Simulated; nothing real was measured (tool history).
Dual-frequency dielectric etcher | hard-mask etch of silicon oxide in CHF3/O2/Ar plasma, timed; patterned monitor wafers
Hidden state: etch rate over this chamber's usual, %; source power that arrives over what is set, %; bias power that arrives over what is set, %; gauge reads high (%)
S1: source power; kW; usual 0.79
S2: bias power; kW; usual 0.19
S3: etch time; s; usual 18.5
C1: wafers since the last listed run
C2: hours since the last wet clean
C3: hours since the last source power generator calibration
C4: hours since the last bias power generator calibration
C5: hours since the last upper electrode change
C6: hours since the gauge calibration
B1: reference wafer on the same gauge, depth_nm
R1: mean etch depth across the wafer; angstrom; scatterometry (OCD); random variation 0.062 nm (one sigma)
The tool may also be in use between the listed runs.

{"run": 1, "day": 0.0, "S1": 0.79, "S2": 0.19, "S3": 22.5, "C1": 0, "C2": 84.7, "C3": 3726.7, "C4": 2195.3, "C5": 5717.9, "C6": 11.5, "B1": 38.1, "R1": 504.3}
{"run": 2, "day": 3.054, "S1": 0.79, "S2": 0.19, "S3": 22.5, "C1": 1598, "C2": 158, "C3": 3800, "C4": 2268.6, "C5": 5791.2, "C6": 84.8, "B1": 38.11, "R1": 504.7}
{"run": 3, "day": 6.575, "S1": 0.79, "S2": 0.219, "S3": 18.5, "C1": 1842, "C2": 242.5, "C3": 3884.5, "C4": 2353.1, "C5": 5875.7, "C6": 169.3, "B1": 38.1, "R1": 429.4}
{"run": 4, "day": 9.912, "S1": 0.79, "S2": 0.219, "S3": 18.5, "C1": 1746, "C2": 322.6, "C3": 3964.6, "C4": 2433.2, "C5": 5955.8, "C6": 249.4, "B1": 38.11, "R1": 429.6}
{"run": 5, "day": 12.917, "S1": 0.79, "S2": 0.219, "S3": 18.5, "C1": 1571, "C2": 394.7, "C3": 4036.7, "C4": 2505.3, "C5": 6027.9, "C6": 321.5, "B1": 38.11, "R1": 429}
{"run": 6, "day": 17.25, "S1": 0.79, "S2": 0.19, "S3": 18.5, "C1": 2267, "C2": 498.7, "C3": 4140.7, "C4": 2609.3, "C5": 6131.9, "C6": 425.5, "B1": 38.1, "R1": 412.5}
{"day": 20.504, "done": "bias power generator calibrated"}
{"run": 7, "day": 21.046, "S1": 0.79, "S2": 0.207, "S3": 20.5, "C1": 1898, "C2": 589.8, "C3": 4231.8, "C4": 13, "C5": 6223, "C6": 516.6, "B1": 38.1, "R1": 466.4}
{"day": 22.092, "done": "upper electrode replaced"}
{"day": 22.321, "done": "wet clean of the chamber"}
{"day": 22.325, "done": "source power generator calibrated"}
{"run": 8, "day": 23.85, "S1": 0.67, "S2": 0.212, "S3": 23.5, "C1": 820, "C2": 36.7, "C3": 36.6, "C4": 80.3, "C5": 42.2, "C6": 583.9, "B1": 38.09, "R1": 513.5}
{"run": 9, "day": 28.096, "S1": 0.93, "S2": 0.15, "S3": 21.5, "C1": 2221, "C2": 138.6, "C3": 138.5, "C4": 182.2, "C5": 144.1, "C6": 685.8, "B1": 38.08, "R1": 482.8}
{"run": 10, "day": 31.354, "S1": 0.94, "S2": 0.206, "S3": 22, "C1": 1704, "C2": 216.8, "C3": 216.7, "C4": 260.4, "C5": 222.3, "C6": 764, "B1": 38.1, "R1": 534.8}
{"day": 32.262, "done": "gauge calibrated"}
{"run": 11, "day": 34.704, "S1": 0.67, "S2": 0.173, "S3": 13.5, "C1": 1752, "C2": 297.2, "C3": 297.1, "C4": 340.8, "C5": 302.7, "C6": 58.6, "B1": 38.11, "R1": 279.5}
{"run": 12, "day": 38.108, "S1": 0.91, "S2": 0.208, "S3": 18.5, "C1": 1781, "C2": 378.9, "C3": 378.8, "C4": 422.5, "C5": 384.4, "C6": 140.3, "B1": 38.09, "R1": 444.5}
{"run": 13, "day": 42.012, "S1": 0.79, "S2": 0.19, "S3": 18.5, "C1": 2042, "C2": 472.6, "C3": 472.5, "C4": 516.2, "C5": 478.1, "C6": 234, "B1": 38.09, "R1": 414.5}
{"run": 14, "day": 44.15, "S1": 0.79, "S2": 0.19, "S3": 22.5, "C1": 1118, "C2": 523.9, "C3": 523.8, "C4": 567.5, "C5": 529.4, "C6": 285.3, "B1": 38.13, "R1": 502.9}

3 ways to go on from here, each from the tool as it stands after run 14. What would each give?
{"run": "A", "day": 44.167, "S1": 0.79, "S2": 0.19, "S3": 18.5, "C1": 8, "C2": 524.3, "C3": 524.2, "C4": 567.9, "C5": 529.8, "C6": 285.7, "B1": "?", "R1": "?"}
{"run": "B", "day": 44.167, "S1": 0.79, "S2": 0.156, "S3": 22, "C1": 8, "C2": 524.3, "C3": 524.2, "C4": 567.9, "C5": 529.8, "C6": 285.7, "B1": "?", "R1": "?"}
{"run": "C", "day": 44.167, "S1": 0.7, "S2": 0.19, "S3": 24, "C1": 8, "C2": 524.3, "C3": 524.2, "C4": 567.9, "C5": 529.8, "C6": 285.7, "B1": "?", "R1": "?"}

run=A B1=38.09 R1=413.2
run=B B1=38.09 R1=468.3
run=C B1=38.09 R1=514.5
Without the tool's hidden state the same runs would have given:
run=A R1=416.6
run=B R1=472.2
run=C R1=518.8

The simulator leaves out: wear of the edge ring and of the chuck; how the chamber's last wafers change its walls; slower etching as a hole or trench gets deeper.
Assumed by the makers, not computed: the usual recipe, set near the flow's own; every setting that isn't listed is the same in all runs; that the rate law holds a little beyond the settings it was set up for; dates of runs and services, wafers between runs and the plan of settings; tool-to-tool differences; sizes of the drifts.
